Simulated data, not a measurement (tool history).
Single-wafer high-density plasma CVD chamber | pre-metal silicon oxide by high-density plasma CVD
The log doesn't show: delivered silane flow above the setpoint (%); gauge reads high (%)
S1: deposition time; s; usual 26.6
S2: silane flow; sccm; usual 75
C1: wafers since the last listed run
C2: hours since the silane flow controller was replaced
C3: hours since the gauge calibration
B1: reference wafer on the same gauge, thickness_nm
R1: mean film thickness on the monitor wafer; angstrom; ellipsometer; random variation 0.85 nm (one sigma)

Run 1, day 0.000: usual settings; C1 0; C2 2969.8; C3 665.4; B1 176.137. Result: R1 1989.98 angstrom.
Run 2, day 0.700: usual settings; C1 411; C2 2986.6; C3 682.2; B1 176.446. Result: R1 1966.49 angstrom.
Run 3, day 1.412: usual settings but S1 29.6 s; C1 419; C2 3003.7; C3 699.3; B1 176.276. Result: R1 2176.52 angstrom.
Run 4, day 4.900: usual settings but S1 29.6 s; C1 2052; C2 3087.4; C3 783.0; B1 175.967. Result: R1 2204.91 angstrom.
Run 5, day 6.242: usual settings but S1 29.6 s; C1 789; C2 3119.6; C3 815.2; B1 176.019. Result: R1 2203.01 angstrom.
Run 6, day 7.429: usual settings; C1 698; C2 3148.1; C3 843.7; B1 176.197. Result: R1 1979.89 angstrom.
Run 7, day 8.567: usual settings but S2 64 sccm; C1 669; C2 3175.4; C3 871.0; B1 176.283. Result: R1 1677.36 angstrom.
Run 8, day 9.938: usual settings but S2 64 sccm; C1 806; C2 3208.3; C3 903.9; B1 175.760. Result: R1 1669.05 angstrom.
Run 9, day 10.833: usual settings but S1 23.3 s, S2 86 sccm; C1 527; C2 3229.8; C3 925.4; B1 175.951. Result: R1 1970.65 angstrom.
Run 10, day 14.562: usual settings; C1 2194; C2 3319.3; C3 1014.9; B1 176.186. Result: R1 1983.40 angstrom.
Run 11, day 15.479: usual settings; C1 539; C2 3341.3; C3 1036.9; B1 176.217. Result: R1 1985.60 angstrom.
Run 12, day 16.229: usual settings; C1 441; C2 3359.3; C3 1054.9; B1 175.443. Result: R1 1961.04 angstrom.
At day 16.700: gauge calibrated.
Run 13, day 17.146: usual settings; C1 539; C2 3381.3; C3 10.7; B1 176.069. Result: R1 1981.22 angstrom.
Run 14, day 18.062: usual settings; C1 539; C2 3403.3; C3 32.7; B1 175.923. Result: R1 1974.53 angstrom.
Run 15, day 19.362: usual settings; C1 765; C2 3434.5; C3 63.9; B1 176.119. Result: R1 1977.08 angstrom.
Run 16, day 20.829: usual settings; C1 863; C2 3469.7; C3 99.1; B1 176.105. Result: R1 1993.24 angstrom.
At day 21.604: silane flow controller replaced.
Run 17, day 21.625: usual settings but S1 23.8 s; C1 272; C2 0.5; C3 118.2; B1 176.131. Result: R1 1757.94 angstrom.
Run 18, day 22.358: usual settings but S1 23.8 s; C1 431; C2 18.1; C3 135.8; B1 175.941. Result: R1 1769.53 angstrom.
Run 19, day 24.975: usual settings; C1 1539; C2 80.9; C3 198.6; B1 175.912. Result: R1 1979.78 angstrom.
Run 20, day 26.429: usual settings; C1 855; C2 115.8; C3 233.5; B1 176.110. Result: R1 1970.42 angstrom.
Run 21, day 27.558: usual settings but S1 21.3 s, S2 62 sccm; C1 664; C2 142.9; C3 260.6; B1 176.034. Result: R1 1305.10 angstrom.
Run 22, day 28.112: usual settings but S1 24.5 s, S2 79 sccm; C1 326; C2 156.2; C3 273.9; B1 175.534. Result: R1 1913.47 angstrom.
Run 23, day 28.988: usual settings but S1 23.4 s; C1 514; C2 177.2; C3 294.9; B1 176.080. Result: R1 1737.02 angstrom.
Run 24, day 30.225: usual settings but S2 61 sccm; C1 728; C2 206.9; C3 324.6; B1 176.132. Result: R1 1596.27 angstrom.
Run 25, day 31.117: usual settings; C1 524; C2 228.3; C3 346.0; B1 175.983. Result: R1 1970.58 angstrom.
Run 26, day 34.825: usual settings but S1 22.6 s, S2 63 sccm; C1 2182; C2 317.3; C3 435.0; B1 176.105. Result: R1 1403.97 angstrom.
Run 27, day 35.604: usual settings but S1 31.9 s, S2 82 sccm; C1 458; C2 336.0; C3 453.7; B1 175.839. Result: R1 2593.10 angstrom.
Run 28, day 36.388: usual settings; C1 460; C2 354.8; C3 472.5; B1 175.868. Result: R1 1974.38 angstrom.
Run 29, day 36.925: usual settings but S1 31.8 s, S2 80 sccm; C1 316; C2 367.7; C3 485.4; B1 175.900. Result: R1 2499.64 angstrom.
Run 30, day 37.721: usual settings but S1 24.8 s, S2 83 sccm; C1 468; C2 386.8; C3 504.5; B1 175.906. Result: R1 2046.51 angstrom.
Run 31, day 38.283: usual settings; C1 331; C2 400.3; C3 518.0; B1 175.804. Result: R1 1984.63 angstrom.
Run 32, day 39.167: usual settings but S1 30.6 s, S2 64 sccm; C1 519; C2 421.5; C3 539.2; B1 176.088. Result: R1 1954.14 angstrom.
Run 33, day 42.475: usual settings; C1 1946; C2 500.9; C3 618.6; B1 175.957. Result: R1 1976.79 angstrom.
Run 34, day 43.571: usual settings but S1 30.6 s, S2 84 sccm; C1 644; C2 527.2; C3 644.9; B1 175.622. Result: R1 2545.31 angstrom.
Run 35, day 44.583: usual settings but S1 29.6 s, S2 68 sccm; C1 595; C2 551.5; C3 669.2; B1 175.954. Result: R1 1992.94 angstrom.
Run 36, day 45.092: usual settings but S1 30.3 s; C1 299; C2 563.7; C3 681.4; B1 176.097. Result: R1 2275.61 angstrom.

5 ways to go on from here, each from the tool as it stands after run 36. What would each give?
Run A, day 45.108: usual settings; C1 9; C2 564.1; C3 681.8; B1 ?. Result: R1 ?.
Run B, day 45.108: usual settings but S1 23.8 s, S2 83 sccm; C1 9; C2 564.1; C3 681.8; B1 ?. Result: R1 ?.
Run C, day 45.108: usual settings but S1 31.3 s, S2 70 sccm; C1 9; C2 564.1; C3 681.8; B1 ?. Result: R1 ?.
Run D, day 45.108: usual settings but S1 21.5 s; C1 9; C2 564.1; C3 681.8; B1 ?. Result: R1 ?.
Run E, day 45.108: usual settings but S1 24.5 s, S2 80 sccm; C1 9; C2 564.1; C3 681.8; B1 ?. Result: R1 ?.

run       B1       R1
  A  175.955  1982.47
  B  175.955  1963.00
  C  175.955  2177.24
  D  175.955  1602.38
  E  175.955  1947.69
Without the tool's hidden state the same runs would have given:
run       R1
  A  1982.47
  B  1963.00
  C  2177.24
  D  1602.38
  E  1947.69
